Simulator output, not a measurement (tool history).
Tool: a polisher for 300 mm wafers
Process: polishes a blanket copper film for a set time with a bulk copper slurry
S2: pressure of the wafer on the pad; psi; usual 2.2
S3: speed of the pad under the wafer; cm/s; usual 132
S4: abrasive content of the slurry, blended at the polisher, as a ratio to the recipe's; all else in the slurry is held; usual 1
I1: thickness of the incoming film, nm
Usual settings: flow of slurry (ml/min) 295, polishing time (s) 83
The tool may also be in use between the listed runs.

{"run": 1, "day": 0.0, "flow of slurry (ml/min)": 295, "S2": 2.2, "S3": 132, "S4": 1, "polishing time (s)": 83, "I1": 4777.8, "film removed (nm)": 657.5}
{"day": 0.75, "done": "slurry blender recalibrated"}
{"run": 2, "day": 2.646, "flow of slurry (ml/min)": 295, "S2": 2.2, "S3": 132, "S4": 1, "polishing time (s)": 96, "I1": 4697.7, "film removed (nm)": 751.8}
{"run": 3, "day": 4.383, "flow of slurry (ml/min)": 295, "S2": 2.2, "S3": 132, "S4": 1, "polishing time (s)": 96, "I1": 4761.6, "film removed (nm)": 754.5}
{"run": 4, "day": 7.508, "flow of slurry (ml/min)": 295, "S2": 2.2, "S3": 132, "S4": 1, "polishing time (s)": 83, "I1": 4767.6, "film removed (nm)": 636.8}
{"run": 5, "day": 10.196, "flow of slurry (ml/min)": 295, "S2": 2.2, "S3": 144, "S4": 1, "polishing time (s)": 92, "I1": 4774.8, "film removed (nm)": 756.4}
{"day": 10.821, "done": "head pressure recalibrated"}
{"run": 6, "day": 11.812, "flow of slurry (ml/min)": 295, "S2": 2.2, "S3": 144, "S4": 1, "polishing time (s)": 92, "I1": 4637.3, "film removed (nm)": 882.5}
{"run": 7, "day": 14.625, "flow of slurry (ml/min)": 295, "S2": 2.2, "S3": 102, "S4": 1, "polishing time (s)": 83, "I1": 4816.3, "film removed (nm)": 566.1}
{"day": 15.812, "done": "worn pad replaced by a new one"}
{"run": 8, "day": 16.804, "flow of slurry (ml/min)": 295, "S2": 2.2, "S3": 102, "S4": 1, "polishing time (s)": 83, "I1": 4712.8, "film removed (nm)": 555.9}
{"run": 9, "day": 18.742, "flow of slurry (ml/min)": 295, "S2": 2.2, "S3": 102, "S4": 1, "polishing time (s)": 83, "I1": 4696.3, "film removed (nm)": 542.4}
{"run": 10, "day": 22.25, "flow of slurry (ml/min)": 250, "S2": 2.2, "S3": 132, "S4": 1, "polishing time (s)": 83, "I1": 4684.5, "film removed (nm)": 715.6}
{"day": 22.846, "done": "slurry blender recalibrated"}
{"day": 23.017, "done": "slurry nozzle cleaned"}
{"run": 11, "day": 25.412, "flow of slurry (ml/min)": 295, "S2": 2.2, "S3": 92, "S4": 1, "polishing time (s)": 83, "I1": 4700.1, "film removed (nm)": 490.8}
{"run": 12, "day": 28.475, "flow of slurry (ml/min)": 245, "S2": 1.6, "S3": 106, "S4": 1, "polishing time (s)": 83, "I1": 4685.3, "film removed (nm)": 407.2}
{"run": 13, "day": 30.683, "flow of slurry (ml/min)": 295, "S2": 2.2, "S3": 132, "S4": 1.1, "polishing time (s)": 83, "I1": 4718.5, "film removed (nm)": 716.3}
{"run": 14, "day": 34.992, "flow of slurry (ml/min)": 295, "S2": 2.8, "S3": 132, "S4": 1, "polishing time (s)": 108, "I1": 4637.8, "film removed (nm)": 1148.6}

Run 15 comes next. What will it give?
{"day": 35.896, "done": "worn pad replaced by a new one"}
{"run": 15, "day": 39.283, "flow of slurry (ml/min)": 295, "S2": 2.2, "S3": 132, "S4": 1.25, "polishing time (s)": 83, "I1": 4728.4, "film removed (nm)": "?"}

Run 15 gave film removed (nm) 718.7.
Without the tool's hidden state the same run would have given film removed (nm) 766.3.

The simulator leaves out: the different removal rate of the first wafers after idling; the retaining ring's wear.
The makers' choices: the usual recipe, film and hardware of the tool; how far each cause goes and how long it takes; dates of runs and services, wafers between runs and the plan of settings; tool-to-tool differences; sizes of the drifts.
